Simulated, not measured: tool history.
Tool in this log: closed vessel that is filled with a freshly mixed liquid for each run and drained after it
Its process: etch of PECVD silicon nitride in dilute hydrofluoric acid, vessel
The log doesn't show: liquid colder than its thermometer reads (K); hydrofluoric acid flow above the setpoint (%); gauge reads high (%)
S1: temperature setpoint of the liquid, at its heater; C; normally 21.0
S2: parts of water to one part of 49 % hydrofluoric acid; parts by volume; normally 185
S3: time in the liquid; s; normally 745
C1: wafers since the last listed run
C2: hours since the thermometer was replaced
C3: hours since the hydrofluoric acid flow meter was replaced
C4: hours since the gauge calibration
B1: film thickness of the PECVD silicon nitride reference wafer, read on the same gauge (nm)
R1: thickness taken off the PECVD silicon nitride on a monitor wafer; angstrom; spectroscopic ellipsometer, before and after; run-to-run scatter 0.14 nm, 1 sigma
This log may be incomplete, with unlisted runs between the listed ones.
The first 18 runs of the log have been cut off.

run,hour,S1,S2,S3,C1,C2,C3,C4,B1,R1
19,595.7,21.0,185,1135,1005,369.1,141.9,513.4,120.01,268.4
20,619.9,21.0,185,890,935,393.3,166.1,537.6,119.99,208.7
21,641.1,21.0,185,610,819,414.5,187.3,558.8,120.02,142.5
22,668.2,19.0,125,745,1047,441.6,214.4,585.9,120.01,221.9
23,682.7,19.0,155,405,560,456.1,228.9,600.4,120.05,97.4
24,717.7,24.0,240,320,1353,491.1,263.9,635.4,120.03,69.3
25,734.0,21.0,185,745,630,507.4,280.2,651.7,120.00,171.1
26,768.5,21.0,185,745,1333,541.9,314.7,686.2,119.95,172.4
27,793.2,21.0,185,745,954,566.6,339.4,710.9,119.98,169.6
# hour 817.4: thermometer replaced
28,817.8,23.5,185,745,912,0.4,364.0,735.5,120.02,217.6
29,830.5,21.0,240,745,491,13.1,376.7,748.2,120.00,144.0
30,922.0,17.0,225,870,3537,104.6,468.2,839.7,119.98,135.5
31,942.0,21.0,185,920,773,124.6,488.2,859.7,120.01,223.5
32,960.8,17.0,110,965,726,143.4,507.0,878.5,120.00,296.5

What if the next run were any one of these 4? Each begins from the tool's condition after run 32:
A,961.7,21.0,185,315,34,144.3,507.9,879.4,?,?
B,961.7,22.5,95,425,34,144.3,507.9,879.4,?,?
C,961.7,21.0,135,540,34,144.3,507.9,879.4,?,?
D,961.7,24.0,240,745,34,144.3,507.9,879.4,?,?

run,B1,R1
A,119.99,75.7
B,119.99,216.7
C,119.99,176.5
D,119.99,168.0
With the hidden condition removed and each run's random variation left untouched, the same runs would have given:
run,R1
A,77.4
B,221.8
C,180.6
D,171.7
